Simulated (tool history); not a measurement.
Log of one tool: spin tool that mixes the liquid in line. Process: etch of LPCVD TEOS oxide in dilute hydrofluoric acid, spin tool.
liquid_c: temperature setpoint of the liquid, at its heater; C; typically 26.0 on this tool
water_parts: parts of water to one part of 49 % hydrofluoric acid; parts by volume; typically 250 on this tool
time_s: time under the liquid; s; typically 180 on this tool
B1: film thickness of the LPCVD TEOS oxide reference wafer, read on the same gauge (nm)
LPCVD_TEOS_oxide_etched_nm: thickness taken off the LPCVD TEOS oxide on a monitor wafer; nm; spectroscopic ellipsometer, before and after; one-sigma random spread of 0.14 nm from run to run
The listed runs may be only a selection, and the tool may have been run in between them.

Run 1, hour 0.0: usual settings; B1 40.01. Result: LPCVD_TEOS_oxide_etched_nm 18.79 nm.
At hour 233.4: thermometer replaced.
Run 2, hour 314.4: usual settings; B1 39.96. Result: LPCVD_TEOS_oxide_etched_nm 19.99 nm.
Run 3, hour 405.0: usual settings; B1 39.97. Result: LPCVD_TEOS_oxide_etched_nm 19.87 nm.
Run 4, hour 511.3: usual settings; B1 39.96. Result: LPCVD_TEOS_oxide_etched_nm 19.54 nm.
Run 5, hour 596.4: usual settings; B1 40.00. Result: LPCVD_TEOS_oxide_etched_nm 19.78 nm.
Run 6, hour 700.1: usual settings; B1 39.99. Result: LPCVD_TEOS_oxide_etched_nm 19.48 nm.
At hour 728.8: hydrofluoric acid flow meter replaced.
Run 7, hour 794.9: usual settings; B1 39.99. Result: LPCVD_TEOS_oxide_etched_nm 19.30 nm.
Run 8, hour 858.4: usual settings; B1 39.97. Result: LPCVD_TEOS_oxide_etched_nm 19.33 nm.
Run 9, hour 938.4: usual settings; B1 39.99. Result: LPCVD_TEOS_oxide_etched_nm 19.27 nm.
Run 10, hour 979.1: usual settings but time_s 265 s; B1 39.98. Result: LPCVD_TEOS_oxide_etched_nm 27.94 nm.
Run 11, hour 1019.4: usual settings but water_parts 200 parts by volume; B1 40.00. Result: LPCVD_TEOS_oxide_etched_nm 25.15 nm.
Run 12, hour 1085.4: usual settings; B1 40.02. Result: LPCVD_TEOS_oxide_etched_nm 19.20 nm.
Run 13, hour 1123.2: usual settings but water_parts 155 parts by volume, time_s 80 s; B1 40.00. Result: LPCVD_TEOS_oxide_etched_nm 15.11 nm.
At hour 1336.6: hydrofluoric acid flow meter replaced.
Run 14, hour 1351.5: usual settings but liquid_c 21.5 C, water_parts 155 parts by volume, time_s 135 s; B1 40.03. Result: LPCVD_TEOS_oxide_etched_nm 21.35 nm.
Run 15, hour 1443.9: usual settings but liquid_c 22.0 C, water_parts 355 parts by volume; B1 39.99. Result: LPCVD_TEOS_oxide_etched_nm 10.43 nm.
Run 16, hour 1503.7: usual settings; B1 40.04. Result: LPCVD_TEOS_oxide_etched_nm 18.76 nm.
At hour 1601.7: thermometer replaced.
At hour 1678.9: gauge calibrated.
Run 17, hour 1758.1: usual settings; B1 40.01. Result: LPCVD_TEOS_oxide_etched_nm 19.65 nm.
Run 18, hour 1864.1: usual settings but liquid_c 28.0 C, time_s 95 s; B1 39.95. Result: LPCVD_TEOS_oxide_etched_nm 11.12 nm.
Run 19, hour 1915.7: usual settings but liquid_c 27.5 C, water_parts 315 parts by volume, time_s 215 s; B1 39.99. Result: LPCVD_TEOS_oxide_etched_nm 18.20 nm.
Run 20, hour 1953.1: usual settings but liquid_c 24.5 C, water_parts 215 parts by volume; B1 40.01. Result: LPCVD_TEOS_oxide_etched_nm 22.46 nm.

Forecast run 21:
Run 21, hour 1991.9: usual settings but liquid_c 24.5 C, water_parts 160 parts by volume; B1 ?. Result: LPCVD_TEOS_oxide_etched_nm ?.

B1: 40.02
LPCVD_TEOS_oxide_etched_nm: 31.55 nm
On a tool with no hidden condition, and with the same random variation, this run would have come out at LPCVD_TEOS_oxide_etched_nm 32.54 nm.

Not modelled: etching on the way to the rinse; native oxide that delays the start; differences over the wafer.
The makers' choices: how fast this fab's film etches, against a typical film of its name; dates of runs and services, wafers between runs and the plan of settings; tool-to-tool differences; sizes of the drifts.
